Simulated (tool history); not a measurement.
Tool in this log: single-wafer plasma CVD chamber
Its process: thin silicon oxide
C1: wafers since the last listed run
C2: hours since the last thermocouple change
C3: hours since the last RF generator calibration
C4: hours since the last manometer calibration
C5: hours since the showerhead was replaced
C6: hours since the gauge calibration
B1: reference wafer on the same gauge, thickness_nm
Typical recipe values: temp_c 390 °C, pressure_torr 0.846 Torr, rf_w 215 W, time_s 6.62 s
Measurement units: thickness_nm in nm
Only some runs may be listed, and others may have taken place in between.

run 1 hour=0 | temp_c=390 pressure_torr=0.846 rf_w=215 time_s=6.62 | C1=0 C2=2613.1 C3=1897.4 C4=1113.4 C5=3387.1 C6=252.6 | B1=13.907 | thickness_nm=12.65
run 2 hour=24.2 | temp_c=390 pressure_torr=0.846 rf_w=215 time_s=6.62 | C1=454 C2=2637.3 C3=1921.6 C4=1137.6 C5=3411.3 C6=276.8 | B1=13.892 | thickness_nm=12.664
run 3 hour=57.8 | temp_c=390 pressure_torr=0.846 rf_w=215 time_s=6.62 | C1=631 C2=2670.9 C3=1955.2 C4=1171.2 C5=3444.9 C6=310.4 | B1=13.898 | thickness_nm=12.73
run 4 hour=70.4 | temp_c=390 pressure_torr=0.846 rf_w=225 time_s=6.94 | C1=236 C2=2683.5 C3=1967.8 C4=1183.8 C5=3457.5 C6=323 | B1=13.896 | thickness_nm=13.708
run 5 hour=92 | temp_c=390 pressure_torr=0.846 rf_w=225 time_s=6.94 | C1=406 C2=2705.1 C3=1989.4 C4=1205.4 C5=3479.1 C6=344.6 | B1=13.901 | thickness_nm=13.677
run 6 hour=125.1 | temp_c=390 pressure_torr=0.846 rf_w=225 time_s=6.94 | C1=622 C2=2738.2 C3=2022.5 C4=1238.5 C5=3512.2 C6=377.7 | B1=13.91 | thickness_nm=13.652
run 7 hour=155.3 | temp_c=390 pressure_torr=0.75 rf_w=215 time_s=6.62 | C1=567 C2=2768.4 C3=2052.7 C4=1268.7 C5=3542.4 C6=407.9 | B1=13.899 | thickness_nm=11.288
-- hour=165.8 thermocouple changed; heater temperature recalibrated
-- hour=168.5 RF generator calibrated
run 8 hour=177.7 | temp_c=390 pressure_torr=0.846 rf_w=215 time_s=6.62 | C1=219 C2=11.9 C3=9.2 C4=1291.1 C5=3564.8 C6=430.3 | B1=13.898 | thickness_nm=13.157
run 9 hour=191.1 | temp_c=390 pressure_torr=0.846 rf_w=215 time_s=6.62 | C1=251 C2=25.3 C3=22.6 C4=1304.5 C5=3578.2 C6=443.7 | B1=13.905 | thickness_nm=13.158
-- hour=210.8 gauge calibrated
run 10 hour=212.8 | temp_c=385 pressure_torr=0.694 rf_w=215 time_s=6.62 | C1=407 C2=47 C3=44.3 C4=1326.2 C5=3599.9 C6=2 | B1=13.897 | thickness_nm=10.694
run 11 hour=233.8 | temp_c=385 pressure_torr=0.694 rf_w=215 time_s=6.62 | C1=394 C2=68 C3=65.3 C4=1347.2 C5=3620.9 C6=23 | B1=13.892 | thickness_nm=10.725
run 12 hour=246.9 | temp_c=390 pressure_torr=0.846 rf_w=215 time_s=6.62 | C1=246 C2=81.1 C3=78.4 C4=1360.3 C5=3634 C6=36.1 | B1=13.9 | thickness_nm=13.194
run 13 hour=266 | temp_c=390 pressure_torr=0.846 rf_w=215 time_s=6.62 | C1=359 C2=100.2 C3=97.5 C4=1379.4 C5=3653.1 C6=55.2 | B1=13.902 | thickness_nm=13.246
-- hour=287.1 showerhead replaced
run 14 hour=299 | temp_c=401 pressure_torr=0.846 rf_w=200 time_s=6.17 | C1=470 C2=133.2 C3=130.5 C4=1412.4 C5=11.9 C6=88.2 | B1=13.903 | thickness_nm=11.672
run 15 hour=321.8 | temp_c=390 pressure_torr=0.846 rf_w=215 time_s=6.62 | C1=428 C2=156 C3=153.3 C4=1435.2 C5=34.7 C6=111 | B1=13.893 | thickness_nm=13.236
run 16 hour=351.1 | temp_c=390 pressure_torr=0.702 rf_w=255 time_s=6.62 | C1=550 C2=185.3 C3=182.6 C4=1464.5 C5=64 C6=140.3 | B1=13.901 | thickness_nm=11.946
-- hour=375.3 capacitance manometer re-zeroed and calibrated
run 17 hour=375.7 | temp_c=390 pressure_torr=0.846 rf_w=185 time_s=6.62 | C1=312 C2=209.9 C3=207.2 C4=0.4 C5=88.6 C6=164.9 | B1=13.912 | thickness_nm=11.392
run 18 hour=405.8 | temp_c=390 pressure_torr=0.846 rf_w=180 time_s=6.2 | C1=565 C2=240 C3=237.3 C4=30.5 C5=118.7 C6=195 | B1=13.894 | thickness_nm=10.541
run 19 hour=425 | temp_c=390 pressure_torr=0.846 rf_w=215 time_s=6.62 | C1=360 C2=259.2 C3=256.5 C4=49.7 C5=137.9 C6=214.2 | B1=13.891 | thickness_nm=12.536
run 20 hour=442.5 | temp_c=390 pressure_torr=0.846 rf_w=245 time_s=6.62 | C1=329 C2=276.7 C3=274 C4=67.2 C5=155.4 C6=231.7 | B1=13.904 | thickness_nm=13.423
run 21 hour=458.1 | temp_c=390 pressure_torr=0.846 rf_w=215 time_s=6.62 | C1=293 C2=292.3 C3=289.6 C4=82.8 C5=171 C6=247.3 | B1=13.907 | thickness_nm=12.555
run 22 hour=479.8 | temp_c=390 pressure_torr=0.846 rf_w=215 time_s=6.62 | C1=407 C2=314 C3=311.3 C4=104.5 C5=192.7 C6=269 | B1=13.899 | thickness_nm=12.522
run 23 hour=498.3 | temp_c=390 pressure_torr=0.636 rf_w=235 time_s=6.62 | C1=347 C2=332.5 C3=329.8 C4=123 C5=211.2 C6=287.5 | B1=13.899 | thickness_nm=9.448
run 24 hour=526.8 | temp_c=390 pressure_torr=0.713 rf_w=215 time_s=7.65 | C1=535 C2=361 C3=358.3 C4=151.5 C5=239.7 C6=316 | B1=13.897 | thickness_nm=12.023
run 25 hour=540.9 | temp_c=390 pressure_torr=0.642 rf_w=250 time_s=5.9 | C1=265 C2=375.1 C3=372.4 C4=165.6 C5=253.8 C6=330.1 | B1=13.902 | thickness_nm=8.856
run 26 hour=555.3 | temp_c=375 pressure_torr=1.051 rf_w=215 time_s=5.82 | C1=270 C2=389.5 C3=386.8 C4=180 C5=268.2 C6=344.5 | B1=13.902 | thickness_nm=13.46
run 27 hour=590.7 | temp_c=390 pressure_torr=0.846 rf_w=215 time_s=6.62 | C1=665 C2=424.9 C3=422.2 C4=215.4 C5=303.6 C6=379.9 | B1=13.899 | thickness_nm=12.58
run 28 hour=603 | temp_c=398 pressure_torr=1.056 rf_w=230 time_s=6.16 | C1=231 C2=437.2 C3=434.5 C4=227.7 C5=315.9 C6=392.2 | B1=13.899 | thickness_nm=14.526

Forecast each of these 5 alternatives for the next run:
run A hour=603.4 | temp_c=390 pressure_torr=0.846 rf_w=215 time_s=6.62 | C1=7 C2=437.6 C3=434.9 C4=228.1 C5=316.3 C6=392.6 | B1=? | thickness_nm=?
run B hour=603.4 | temp_c=402 pressure_torr=1.005 rf_w=215 time_s=7.14 | C1=7 C2=437.6 C3=434.9 C4=228.1 C5=316.3 C6=392.6 | B1=? | thickness_nm=?
run C hour=603.4 | temp_c=400 pressure_torr=0.787 rf_w=195 time_s=6.16 | C1=7 C2=437.6 C3=434.9 C4=228.1 C5=316.3 C6=392.6 | B1=? | thickness_nm=?
run D hour=603.4 | temp_c=390 pressure_torr=0.846 rf_w=230 time_s=6.62 | C1=7 C2=437.6 C3=434.9 C4=228.1 C5=316.3 C6=392.6 | B1=? | thickness_nm=?
run E hour=603.4 | temp_c=390 pressure_torr=0.93 rf_w=215 time_s=5.84 | C1=7 C2=437.6 C3=434.9 C4=228.1 C5=316.3 C6=392.6 | B1=? | thickness_nm=?

run=A B1=13.899 thickness_nm=12.614
run=B B1=13.899 thickness_nm=15.708
run=C B1=13.899 thickness_nm=10.192
run=D B1=13.899 thickness_nm=13.099
run=E B1=13.899 thickness_nm=12.182
Had the tool no hidden state, the same runs would have come out as:
run=A thickness_nm=12.554
run=B thickness_nm=15.662
run=C thickness_nm=10.135
run=D thickness_nm=13.036
run=E thickness_nm=12.124
